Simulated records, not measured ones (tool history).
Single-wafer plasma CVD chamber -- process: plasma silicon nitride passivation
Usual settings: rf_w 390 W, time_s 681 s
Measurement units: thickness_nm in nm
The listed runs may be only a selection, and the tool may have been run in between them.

run    hour  rf_w  time_s  wafers since the last listed run  hours since the last RF generator calibration  hours since the showerhead was replaced  hours since the gauge calibration  read-back reference wafer on the same gauge, thickness_nm  thickness_nm
  1       0   390     756                                 0                                           78.8                                   1994.7                              126.5                                                    849.397      1109.985
  2    54.9   390     756                               225                                          133.7                                   2049.6                              181.4                                                    849.055      1115.903
  3   131.1   390     756                               313                                          209.9                                   2125.8                              257.6                                                    849.343      1109.286
  4   206.3   390     681                               309                                          285.1                                     2201                              332.8                                                    849.885       995.435
  5   265.7   390     681                               244                                          344.5                                   2260.4                              392.2                                                    849.647       982.705
  6   326.1   390     681                               248                                          404.9                                   2320.8                              452.6                                                    851.244       997.048
  7     404   390     681                               320                                          482.8                                   2398.7                              530.5                                                    850.614       993.371
  8   440.7   390     681                               150                                          519.5                                   2435.4                              567.2                                                    849.214       988.362
  9   515.4   390     681                               307                                          594.2                                   2510.1                              641.9                                                    848.711       990.842
 10   572.3   390     681                               234                                          651.1                                     2567                              698.8                                                    849.676       986.395
 11   669.4   435     747                               399                                          748.2                                   2664.1                              795.9                                                    849.248      1119.313
 12   706.2   440     574                               151                                            785                                   2700.9                              832.7                                                    850.231       864.514
 13     785   390     681                               324                                          863.8                                   2779.7                              911.5                                                    850.699       988.859
 14   859.7   340     636                               307                                          938.5                                   2854.4                              986.2                                                    849.363       885.498
 15   920.1   445     570                               248                                          998.9                                   2914.8                             1046.6                                                    849.323       857.789
 16   988.6   390     817                               281                                         1067.4                                   2983.3                             1115.1                                                    850.867      1181.049
     1046.3  -- gauge calibrated
     1050.9  -- RF generator calibrated
 17  1061.2   440     595                               265                                           10.3                                   3055.9                               14.9                                                    849.854       907.313
     1077.7  -- showerhead replaced
 18  1164.9   390     817                               393                                            114                                     87.2                              118.6                                                    850.383      1203.719
 19  1244.8   460     774                               328                                          193.9                                    167.1                              198.5                                                    849.363      1181.137
 20  1311.2   390     681                               273                                          260.3                                    233.5                              264.9                                                     848.68      1000.741
 21  1369.8   390     681                               240                                          318.9                                    292.1                              323.5                                                    851.324       997.021

Each row is a separate what-if for the run after 21, all from the same tool condition, not one after another. Results?
  A  1370.4   340     681                                 2                                          319.5                                    292.7                              324.1                                                          ?             ?
  B  1370.4   435     769                                 2                                          319.5                                    292.7                              324.1                                                          ?             ?
  C  1370.4   390     574                                 2                                          319.5                                    292.7                              324.1                                                          ?             ?
  D  1370.4   335     716                                 2                                          319.5                                    292.7                              324.1                                                          ?             ?
  E  1370.4   465     551                                 2                                          319.5                                    292.7                              324.1                                                          ?             ?

run  read-back reference wafer on the same gauge, thickness_nm  thickness_nm
  A                                                    849.542       962.155
  B                                                    849.542      1160.429
  C                                                    849.542        841.08
  D                                                    849.542      1007.668
  E                                                    849.542        846.66
Stripped of hidden state, with their random variation kept, the same runs would have yielded:
run  thickness_nm
  A       974.916
  B      1175.819
  C       852.234
  D      1021.031
  E       857.889
